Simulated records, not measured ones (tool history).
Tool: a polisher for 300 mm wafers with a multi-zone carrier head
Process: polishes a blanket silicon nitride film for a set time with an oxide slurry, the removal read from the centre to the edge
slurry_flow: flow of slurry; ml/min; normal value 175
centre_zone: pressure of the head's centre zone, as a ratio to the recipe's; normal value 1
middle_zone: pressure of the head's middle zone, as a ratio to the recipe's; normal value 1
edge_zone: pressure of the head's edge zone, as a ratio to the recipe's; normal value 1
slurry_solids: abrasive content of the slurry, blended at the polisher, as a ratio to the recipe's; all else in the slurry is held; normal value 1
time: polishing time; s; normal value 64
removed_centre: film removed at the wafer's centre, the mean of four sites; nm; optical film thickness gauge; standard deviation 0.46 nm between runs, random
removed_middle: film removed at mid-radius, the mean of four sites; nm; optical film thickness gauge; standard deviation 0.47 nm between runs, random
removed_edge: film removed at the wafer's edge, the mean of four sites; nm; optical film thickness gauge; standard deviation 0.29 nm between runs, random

| run | day | slurry_flow | centre_zone | middle_zone | edge_zone | slurry_solids | time | wafers since the last listed run | wafers polished on this pad | hours since the slurry nozzle was cleaned | hours since the centre zone pressure was calibrated | hours since the edge zone pressure was calibrated | hours since the carrier head's membrane was replaced | incoming thickness of the incoming film, nm | removed_centre | removed_middle | removed_edge |
|---|---|---|---|---|---|---|---|---|---|---|---|---|---|---|---|---|---|
| 1 | 0 | 175 | 1 | 1 | 1 | 0.85 | 64 | 0 | 390 | 133.2 | 71.6 | 1008.1 | 618.3 | 561.6 | 31.8 | 31.7 | 30.7 |
| 2 | 0.521 | 175 | 1 | 1 | 1 | 0.85 | 64 | 140 | 531 | 145.7 | 84.1 | 1020.6 | 630.8 | 571.5 | 32 | 32.8 | 30.6 |
| 3 | 1.458 | 175 | 1 | 1 | 1 | 0.85 | 64 | 253 | 784 | 168.2 | 106.6 | 1043.1 | 653.3 | 561.9 | 31.7 | 31.8 | 30.5 |
| 4 | 2.012 | 175 | 1 | 1.03 | 1 | 1 | 64 | 149 | 934 | 181.5 | 119.9 | 1056.4 | 666.6 | 567.9 | 35.1 | 35.8 | 33.4 |
|  | 2.758 | worn pad replaced by a new one |
| 5 | 3.354 | 175 | 1 | 1.03 | 1 | 1 | 64 | 317 | 160 | 213.7 | 152.1 | 1088.6 | 698.8 | 561.2 | 34.5 | 35.2 | 33 |
| 6 | 4.067 | 175 | 1 | 1.03 | 1 | 1 | 64 | 192 | 353 | 230.8 | 169.2 | 1105.7 | 715.9 | 548.4 | 34.4 | 35.8 | 33 |
| 7 | 5.512 | 140 | 1 | 1 | 1 | 1 | 64 | 390 | 743 | 265.5 | 203.9 | 1140.4 | 750.6 | 567 | 33.2 | 33.7 | 32.6 |
| 8 | 6.875 | 175 | 1 | 1 | 1 | 1 | 64 | 368 | 1111 | 298.2 | 236.6 | 1173.1 | 783.3 | 569.6 | 34.7 | 34.6 | 33.1 |
|  | 7.233 | worn pad replaced by a new one |
| 9 | 7.883 | 175 | 1 | 1 | 1.04 | 1 | 64 | 227 | 175 | 322.4 | 260.8 | 1197.3 | 807.5 | 559.5 | 34.8 | 35.4 | 34 |
| 10 | 9.117 | 175 | 1 | 1 | 1.07 | 1 | 64 | 333 | 508 | 352 | 290.4 | 1226.9 | 837.1 | 568.7 | 34.5 | 33.8 | 33.9 |
|  | 9.538 | edge zone pressure recalibrated |
|  | 9.546 | slurry nozzle cleaned |
|  | 10.025 | centre zone pressure recalibrated |
|  | 11.525 | worn pad replaced by a new one |
| 11 | 11.742 | 175 | 1 | 1 | 0.93 | 1 | 64 | 616 | 59 | 52.7 | 41.2 | 52.9 | 900.1 | 560.6 | 35.4 | 34.8 | 31.8 |
|  | 11.954 | carrier head's membrane replaced by a new one |
| 12 | 12.875 | 175 | 0.94 | 1 | 1 | 1 | 54 | 249 | 308 | 79.9 | 68.4 | 80.1 | 22.1 | 559.9 | 27.5 | 29.8 | 28.2 |
| 13 | 14.171 | 175 | 1 | 1 | 1 | 1 | 64 | 350 | 658 | 111 | 99.5 | 111.2 | 53.2 | 560.2 | 34 | 34.1 | 33.1 |
| 14 | 15.312 | 175 | 1 | 1 | 1 | 1 | 64 | 308 | 967 | 138.4 | 126.9 | 138.6 | 80.6 | 560 | 35.3 | 35 | 33.1 |
|  | 16.217 | worn pad replaced by a new one |
| 15 | 16.679 | 175 | 0.96 | 1.12 | 1 | 1 | 64 | 324 | 125 | 171.2 | 159.7 | 171.4 | 113.4 | 564.1 | 33.1 | 39.6 | 33.5 |

What if the next run were any one of these 5? Each begins from the tool's condition after run 15:
| A | 16.696 | 175 | 1 | 0.92 | 1 | 1 | 64 | 4 | 129 | 171.6 | 160.1 | 171.8 | 113.8 | 567.6 | ? | ? | ? |
| B | 16.696 | 175 | 1 | 1.04 | 1 | 1 | 64 | 4 | 129 | 171.6 | 160.1 | 171.8 | 113.8 | 567.6 | ? | ? | ? |
| C | 16.696 | 135 | 1 | 1 | 0.9 | 1 | 64 | 4 | 129 | 171.6 | 160.1 | 171.8 | 113.8 | 567.6 | ? | ? | ? |
| D | 16.696 | 140 | 1 | 0.93 | 1.06 | 1 | 72 | 4 | 129 | 171.6 | 160.1 | 171.8 | 113.8 | 567.6 | ? | ? | ? |
| E | 16.696 | 175 | 1 | 1 | 1 | 1 | 70 | 4 | 129 | 171.6 | 160.1 | 171.8 | 113.8 | 567.6 | ? | ? | ? |

| run | removed_centre | removed_middle | removed_edge |
|---|---|---|---|
| A | 35 | 32 | 33.6 |
| B | 35.1 | 35.5 | 33.6 |
| C | 33.5 | 33 | 31.1 |
| D | 37.9 | 35.2 | 38 |
| E | 38.3 | 37.6 | 36.8 |
The same runs, with their run-to-run variation unchanged, on a tool lacking any hidden condition would have given:
| run | removed_centre | removed_middle | removed_edge |
|---|---|---|---|
| A | 35 | 32 | 33.6 |
| B | 35.1 | 35.5 | 33.6 |
| C | 33.5 | 33 | 31.1 |
| D | 37.9 | 35.2 | 38 |
| E | 38.3 | 37.6 | 36.8 |
